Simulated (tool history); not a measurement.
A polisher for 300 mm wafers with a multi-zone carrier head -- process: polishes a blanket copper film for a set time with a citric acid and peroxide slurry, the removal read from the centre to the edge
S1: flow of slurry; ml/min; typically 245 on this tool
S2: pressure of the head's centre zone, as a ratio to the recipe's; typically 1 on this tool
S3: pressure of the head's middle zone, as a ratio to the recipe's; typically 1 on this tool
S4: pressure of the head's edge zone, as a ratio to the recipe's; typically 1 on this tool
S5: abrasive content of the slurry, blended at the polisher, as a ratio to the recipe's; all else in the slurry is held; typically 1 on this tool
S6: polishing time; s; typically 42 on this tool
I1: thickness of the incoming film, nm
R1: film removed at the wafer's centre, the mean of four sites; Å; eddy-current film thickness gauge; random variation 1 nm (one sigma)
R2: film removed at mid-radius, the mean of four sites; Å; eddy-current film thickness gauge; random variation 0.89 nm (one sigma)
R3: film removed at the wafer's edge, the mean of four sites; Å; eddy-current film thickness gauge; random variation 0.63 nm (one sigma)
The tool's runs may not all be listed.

run    hour   S1    S2    S3    S4    S5  S6      I1   R1   R2   R3
  1       0  245     1     1     1     1  42  1117.2  686  681  636
  2    66.9  245     1     1     1     1  42  1112.7  655  649  626
  3   121.6  245     1     1     1     1  42  1143.6  642  649  625
      147.4  -- centre zone pressure recalibrated
  4   163.7  245     1     1     1     1  42  1136.1  633  646  613
      189.1  -- worn pad replaced by a new one
  5   198.7  245     1     1     1     1  42  1140.2  725  704  687
  6   257.8  245  0.93     1     1     1  38    1144  584  624  598
  7   304.3  245     1     1     1   0.8  42  1139.1  655  664  641
      337.5  -- slurry nozzle cleaned
  8   374.3  215     1     1  1.09     1  42  1147.3  662  644  671
  9     435  180  1.11     1     1     1  42  1126.2  694  647  624
 10   498.7  245     1     1     1     1  42  1116.4  623  643  623
      540.2  -- centre zone pressure recalibrated
 11   553.6  245  0.93     1  0.95     1  42  1123.1  582  625  599
      570.7  -- edge zone pressure recalibrated
 12   596.2  245  0.91     1     1     1  42  1119.9  566  613  600
      617.8  -- worn pad replaced by a new one
 13   627.3  245     1     1     1     1  42  1151.8  695  702  693
 14   660.6  245     1     1     1     1  42  1130.9  690  691  677
 15   696.3  245     1     1     1   0.7  42  1138.5  674  659  633
 16   757.4  245     1     1     1     1  42  1118.3  660  678  650
 17   800.3  245     1     1     1     1  42  1133.8  670  665  650
      802.6  -- slurry nozzle cleaned
 18   872.2  245  1.12  1.07     1     1  42  1125.3  713  694  628
      913.5  -- centre zone pressure recalibrated
 19   932.7  245  1.05  0.95     1  1.25  42  1134.3  704  635  635
      943.1  -- worn pad replaced by a new one
 20   977.1  245     1     1     1     1  42  1133.6  702  704  669
 21  1009.9  245  1.05     1     1     1  42  1136.6  714  704  679
 22  1039.6  275  0.92     1   1.1     1  49  1141.3  726  805  809

Consider 3 possible next runs. They are alternatives, not a sequence: every one starts from the tool as it was left by run 22. What does each give?
  A  1040  245     1   1   1    1  31  1125.4   ?   ?   ?
  B  1040  305  0.92   1   1  0.9  42  1125.4   ?   ?   ?
  C  1040  245     1   1   1  1.2  42  1125.4   ?   ?   ?

run   R1   R2   R3
  A  505  501  485
  B  634  680  655
  C  703  698  675
Had the tool no hidden state, the same runs would have come out as:
run   R1   R2   R3
  A  524  521  503
  B  659  706  680
  C  730  725  701

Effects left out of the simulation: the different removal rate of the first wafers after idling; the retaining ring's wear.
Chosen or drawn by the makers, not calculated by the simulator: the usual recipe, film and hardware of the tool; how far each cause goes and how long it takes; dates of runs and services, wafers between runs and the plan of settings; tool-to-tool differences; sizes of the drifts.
